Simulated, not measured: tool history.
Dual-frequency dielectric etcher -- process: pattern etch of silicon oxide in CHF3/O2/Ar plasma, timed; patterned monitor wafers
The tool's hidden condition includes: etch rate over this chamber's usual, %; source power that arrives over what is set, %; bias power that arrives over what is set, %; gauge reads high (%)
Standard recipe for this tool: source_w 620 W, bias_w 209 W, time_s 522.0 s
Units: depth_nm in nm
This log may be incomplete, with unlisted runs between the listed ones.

run,day,source_w,bias_w,time_s,wafers since the last listed run,hours since the last wet clean,hours since the last source power generator calibration,hours since the last bias power generator calibration,hours since the last upper electrode change,hours since the gauge calibration,"read-back reference wafer on the same gauge, depth_nm",depth_nm
1,0.000,620,209,522.0,0,450.1,2390.9,2520.7,4145.8,726.4,829.9,1038.5
# day 0.138: gauge calibrated
# day 2.421: wet clean of the chamber
2,2.442,620,209,522.0,92,0.5,2449.5,2579.3,4204.4,55.3,829.7,1038.0
3,3.400,620,209,522.0,61,23.5,2472.5,2602.3,4227.4,78.3,830.1,1036.5
4,4.696,620,209,568.0,83,54.6,2503.6,2633.4,4258.5,109.4,829.4,1131.6
5,9.538,720,209,522.0,311,170.8,2619.8,2749.6,4374.7,225.6,829.8,1106.1
6,10.804,720,209,522.0,81,201.2,2650.2,2780.0,4405.1,256.0,829.8,1102.2
7,12.842,620,209,522.0,130,250.1,2699.1,2828.9,4454.0,304.9,829.8,1039.8
8,14.012,620,209,522.0,75,278.2,2727.2,2857.0,4482.1,333.0,830.1,1034.9
9,16.658,620,209,522.0,170,341.7,2790.7,2920.5,4545.6,396.5,830.1,1037.2
10,18.829,620,209,522.0,139,393.8,2842.8,2972.6,4597.7,448.6,829.8,1035.5
11,20.650,620,209,522.0,117,437.5,2886.5,3016.3,4641.4,492.3,829.7,1035.7
# day 22.533: wet clean of the chamber
12,22.967,510,167,648.0,84,10.4,2942.1,3071.9,4697.0,547.9,830.2,1105.8
13,25.667,730,161,375.0,173,75.2,3006.9,3136.7,4761.8,612.7,830.0,739.8
14,27.762,560,209,571.5,134,125.5,3057.2,3187.0,4812.1,663.0,829.7,1085.4
# day 29.096: source power generator calibrated
15,29.117,620,209,672.5,76,158.0,0.5,3219.5,4844.6,695.5,830.5,1312.7
# day 30.104: bias power generator calibrated
# day 30.188: upper electrode replaced
16,30.671,740,192,600.0,83,195.3,37.8,13.6,11.6,732.8,830.4,1248.9
17,32.133,620,209,522.0,93,230.4,72.9,48.7,46.7,767.9,830.1,1035.8
# day 32.454: gauge calibrated
18,34.171,620,180,522.0,130,279.3,121.8,97.6,95.6,41.2,830.4,991.4
19,36.258,690,163,450.0,134,329.4,171.9,147.7,145.7,91.3,830.3,870.4
20,39.204,760,242,469.5,189,400.1,242.6,218.4,216.4,162.0,830.5,1064.7
21,41.021,620,227,615.0,116,443.7,286.2,262.0,260.0,205.6,830.2,1257.2

What differs in the tool's unlogged condition from the final listed run ahead of each entry between runs to the first listed run following it?
Between runs 1 and 2: gauge calibrated (day 0.138); wet clean of the chamber (day 2.421)
  source power that arrives over what is set, %: 4.2 -> 4.23; bias power that arrives over what is set, %: -2.9 -> -3.06
  the result without the hidden state subtracted from the measured one, depth_nm: +8.6 -> +8.2 nm
Between runs 11 and 12: wet clean of the chamber (day 22.533)
  source power that arrives over what is set, %: 4.41 -> 4.42; bias power that arrives over what is set, %: -4.37 -> -4.55
  the result without the hidden state subtracted from the measured one, depth_nm: +4.8 -> +5.0 nm
Between runs 14 and 15: source power generator calibrated (day 29.096)
  source power that arrives over what is set, %: 4.46 -> 0.838; bias power that arrives over what is set, %: -4.93 -> -5.04
  the result without the hidden state subtracted from the measured one, depth_nm: +3.1 -> -16.0 nm
Between runs 15 and 16: bias power generator calibrated (day 30.104); upper electrode replaced (day 30.188)
  source power that arrives over what is set, %: 0.838 -> 1.02; bias power that arrives over what is set, %: -5.04 -> -0.0341
  the result without the hidden state subtracted from the measured one, depth_nm: -16.0 -> +5.2 nm
Between runs 17 and 18: gauge calibrated (day 32.454)
  source power that arrives over what is set, %: 1.18 -> 1.4; bias power that arrives over what is set, %: -0.0353 -> -0.0391
  the result without the hidden state subtracted from the measured one, depth_nm: +4.9 -> +5.6 nm
